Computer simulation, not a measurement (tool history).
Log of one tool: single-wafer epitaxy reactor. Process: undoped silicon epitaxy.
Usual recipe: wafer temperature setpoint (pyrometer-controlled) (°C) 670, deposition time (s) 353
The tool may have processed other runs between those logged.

run    hour  wafer temperature setpoint (pyrometer-controlled) (°C)  deposition time (s)  wafers since the last listed run  hours since the last pyrometer calibration  hours since the gauge calibration  read-back reference wafer on the same gauge, thickness_nm  mean film thickness on the monitor wafer (nm)
  1     0.0                                                     670                  353                                 0                                       401.8                             1179.4                                                     96.003                                         95.844
  2    58.3                                                     670                  353                               426                                       460.1                             1237.7                                                     96.130                                         95.911
  3    99.9                                                     670                  353                               304                                       501.7                             1279.3                                                     96.040                                         95.717
  4   206.8                                                     664                  367                               782                                       608.6                             1386.2                                                     95.945                                         86.196
  5   286.6                                                     664                  391                               584                                       688.4                             1466.0                                                     96.165                                         92.017
  6   368.3                                                     679                  353                               598                                       770.1                             1547.7                                                     96.132                                        117.945
  7   483.6                                                     679                  353                               844                                       885.4                             1663.0                                                     95.949                                        119.791
  8   586.0                                                     679                  353                               749                                       987.8                             1765.4                                                     96.022                                        120.042
  9   675.5                                                     660                  353                               655                                      1077.3                             1854.9                                                     96.139                                         76.652
 10   780.8                                                     660                  353                               771                                      1182.6                             1960.2                                                     96.124                                         76.061
 11   819.5                                                     660                  353                               283                                      1221.3                             1998.9                                                     96.129                                         75.863
 12   896.9                                                     670                  353                               566                                      1298.7                             2076.3                                                     96.217                                         96.472
 13   934.4                                                     670                  353                               274                                      1336.2                             2113.8                                                     96.124                                         96.555
 14  1033.7                                                     670                  353                               727                                      1435.5                             2213.1                                                     96.101                                         97.110
 15  1122.2                                                     670                  395                               648                                      1524.0                             2301.6                                                     95.983                                        107.781
 16  1193.6                                                     676                  353                               522                                      1595.4                             2373.0                                                     96.164                                        111.601
 17  1443.0                                                     670                  353                              1826                                      1844.8                             2622.4                                                     96.132                                         97.830
 18  1488.9                                                     670                  353                               336                                      1890.7                             2668.3                                                     96.072                                         97.620
 19  1543.6                                                     670                  353                               400                                      1945.4                             2723.0                                                     96.119                                         97.098
 20  1608.1                                                     670                  372                               472                                      2009.9                             2787.5                                                     96.129                                        102.124
 21  1711.7                                                     670                  372                               758                                      2113.5                             2891.1                                                     96.119                                        102.754
 22  1800.6                                                     670                  353                               650                                      2202.4                             2980.0                                                     96.144                                         99.139
 23  1849.1                                                     659                  324                               355                                      2250.9                             3028.5                                                     96.122                                         68.630
 24  1948.5                                                     666                  411                               727                                      2350.3                             3127.9                                                     96.068                                        103.569
 25  2077.5                                                     665                  416                               944                                      2479.3                             3256.9                                                     96.138                                        101.274
 26  2129.1                                                     670                  353                               377                                      2530.9                             3308.5                                                     96.175                                         97.377
 27  2212.7                                                     682                  376                               612                                      2614.5                             3392.1                                                     96.078                                        137.717
     2214.0  -- gauge calibrated
 28  2315.0                                                     666                  353                               749                                      2716.8                              101.0                                                     96.103                                         88.334
 29  2370.5                                                     670                  353                               406                                      2772.3                              156.5                                                     96.105                                         98.131
 30  2408.2                                                     670                  353                               276                                      2810.0                              194.2                                                     95.943                                         98.557
 31  2445.7                                                     670                  353                               274                                      2847.5                              231.7                                                     96.053                                         97.973
     2648.4  -- pyrometer calibrated
 32  2691.8                                                     662                  353                              1743                                        43.4                              477.8                                                     96.120                                         77.524
 33  2740.4                                                     682                  415                               355                                        92.0                              526.4                                                     96.171                                        145.037
 34  2825.0                                                     670                  317                               619                                       176.6                              611.0                                                     96.132                                         84.201
 35  2888.3                                                     670                  353                               463                                       239.9                              674.3                                                     96.047                                         95.145
 36  3135.9                                                     670                  353                              1813                                       487.5                              921.9                                                     96.150                                         95.774
 37  3181.8                                                     683                  353                               336                                       533.4                              967.8                                                     96.083                                        130.028
 38  3269.8                                                     670                  353                               644                                       621.4                             1055.8                                                     95.965                                         96.804
 39  3336.7                                                     656                  415                               489                                       688.3                             1122.7                                                     96.080                                         80.460
 40  3378.4                                                     681                  353                               305                                       730.0                             1164.4                                                     96.087                                        124.041
 41  3427.0                                                     666                  315                               355                                       778.6                             1213.0                                                     96.203                                         78.405
 42  3469.6                                                     658                  376                               311                                       821.2                             1255.6                                                     96.153                                         76.798
 43  3529.7                                                     670                  353                               440                                       881.3                             1315.7                                                     96.054                                         97.088
 44  3569.9                                                     665                  332                               294                                       921.5                             1355.9                                                     96.016                                         80.308

Consider 4 possible next runs. They are alternatives, not a sequence: every one starts from the tool as it was left by run 44. What does each give?
  A  3570.4                                                     670                  398                                 3                                       922.0                             1356.4                                                          ?                                              ?
  B  3570.4                                                     659                  375                                 3                                       922.0                             1356.4                                                          ?                                              ?
  C  3570.4                                                     678                  307                                 3                                       922.0                             1356.4                                                          ?                                              ?
  D  3570.4                                                     674                  353                                 3                                       922.0                             1356.4                                                          ?                                              ?

run  read-back reference wafer on the same gauge, thickness_nm  mean film thickness on the monitor wafer (nm)
  A                                                     96.057                                        109.339
  B                                                     96.057                                         79.084
  C                                                     96.057                                        101.778
  D                                                     96.057                                        106.580
The same runs, with their run-to-run variation unchanged, on a tool lacking any hidden condition would have given:
run  mean film thickness on the monitor wafer (nm)
  A                                        105.897
  B                                         76.528
  C                                         98.633
  D                                        103.255
